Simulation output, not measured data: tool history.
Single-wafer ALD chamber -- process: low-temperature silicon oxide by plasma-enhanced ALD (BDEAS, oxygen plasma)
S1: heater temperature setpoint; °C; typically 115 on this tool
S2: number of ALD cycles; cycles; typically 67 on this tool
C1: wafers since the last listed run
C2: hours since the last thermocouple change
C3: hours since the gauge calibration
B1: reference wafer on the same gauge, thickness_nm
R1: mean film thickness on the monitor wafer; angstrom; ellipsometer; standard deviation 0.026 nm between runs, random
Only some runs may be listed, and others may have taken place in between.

run    hour   S1  S2   C1      C2      C3      B1      R1
  1     0.0  115  67    0   489.6   926.0  11.500  103.02
  2    60.9  115  67  190   550.5   986.9  11.504  102.51
  3   118.6  115  67  180   608.2  1044.6  11.504  102.70
  4   216.7  115  67  306   706.3  1142.7  11.500  102.16
  5   268.3  115  67  161   757.9  1194.3  11.495  102.41
  6   336.0  115  67  211   825.6  1262.0  11.509  102.65
  7   418.9  115  67  259   908.5  1344.9  11.507  102.53
  8   493.4  115  67  233   983.0  1419.4  11.499  102.60
  9   593.8  115  67  314  1083.4  1519.8  11.499  102.36
 10   674.9  109  67  253  1164.5  1600.9  11.507  103.66
 11   778.2  109  67  323  1267.8  1704.2  11.502  103.32
 12   873.3  115  67  297  1362.9  1799.3  11.496  102.84
 13   958.5  115  59  266  1448.1  1884.5  11.501   90.96
 14  1010.3  115  59  162  1499.9  1936.3  11.498   90.89
 15  1110.2  115  67  312  1599.8  2036.2  11.503  103.26
 16  1189.7  115  67  248  1679.3  2115.7  11.496  103.42
 17  1238.0  115  67  151  1727.6  2164.0  11.498  103.18
 18  1334.8  125  67  302  1824.4  2260.8  11.498  101.61
     1395.3  -- thermocouple changed; heater temperature recalibrated
 19  1398.2  125  67  173     2.9  2324.2  11.505  100.88
 20  1490.6  125  67  289    95.3  2416.6  11.504  100.60
 21  1594.2  123  80  324   198.9  2520.2  11.500  120.82
 22  1631.9  108  72  117   236.6  2557.9  11.504  111.34
 23  1716.3  105  54  264   321.0  2642.3  11.503   83.74
 24  1769.9  115  74  167   374.6  2695.9  11.502  113.07
 25  1857.5  111  71  274   462.2  2783.5  11.496  109.10
     1935.0  -- gauge calibrated
 26  1952.4  127  56  296   557.1    17.4  11.494   83.80
 27  1993.2  115  67  127   597.9    58.2  11.502  102.42
 28  2088.7  128  63  298   693.4   153.7  11.504   94.56
 29  2155.7  115  67  209   760.4   220.7  11.501  102.21
 30  2258.4  115  67  321   863.1   323.4  11.499  102.58
 31  2349.1  101  57  283   953.8   414.1  11.496   89.66
 32  2391.5  120  67  132   996.2   456.5  11.500  101.51
 33  2496.1  120  74  327  1100.8   561.1  11.499  112.78
 34  2560.5  115  67  201  1165.2   625.5  11.497  102.87
 35  2830.9  115  55  846  1435.6   895.9  11.500   84.79
     2908.7  -- thermocouple changed; heater temperature recalibrated
 36  2909.2  129  79  219     0.5   974.2  11.500  118.06
 37  2979.7  126  75  220    71.0  1044.7  11.497  112.27
 38  3031.8  120  77  163   123.1  1096.8  11.501  117.03
 39  3129.1  127  62  304   220.4  1194.1  11.496   92.90
 40  3236.0  121  59  334   327.3  1301.0  11.499   89.34

Predict each of these 4 candidate next runs independently; none follows another, all start after run 40:
  A  3236.5  115  67   1  327.8  1301.5   ?   ?
  B  3236.5  115  79   1  327.8  1301.5   ?   ?
  C  3236.5  125  80   1  327.8  1301.5   ?   ?
  D  3236.5  122  60   1  327.8  1301.5   ?   ?

run      B1      R1
  A  11.502  102.03
  B  11.502  120.30
  C  11.502  119.84
  D  11.502   90.33
What these runs would have given with no unlogged condition in the tool:
run      R1
  A  102.01
  B  120.28
  C  119.82
  D   90.31
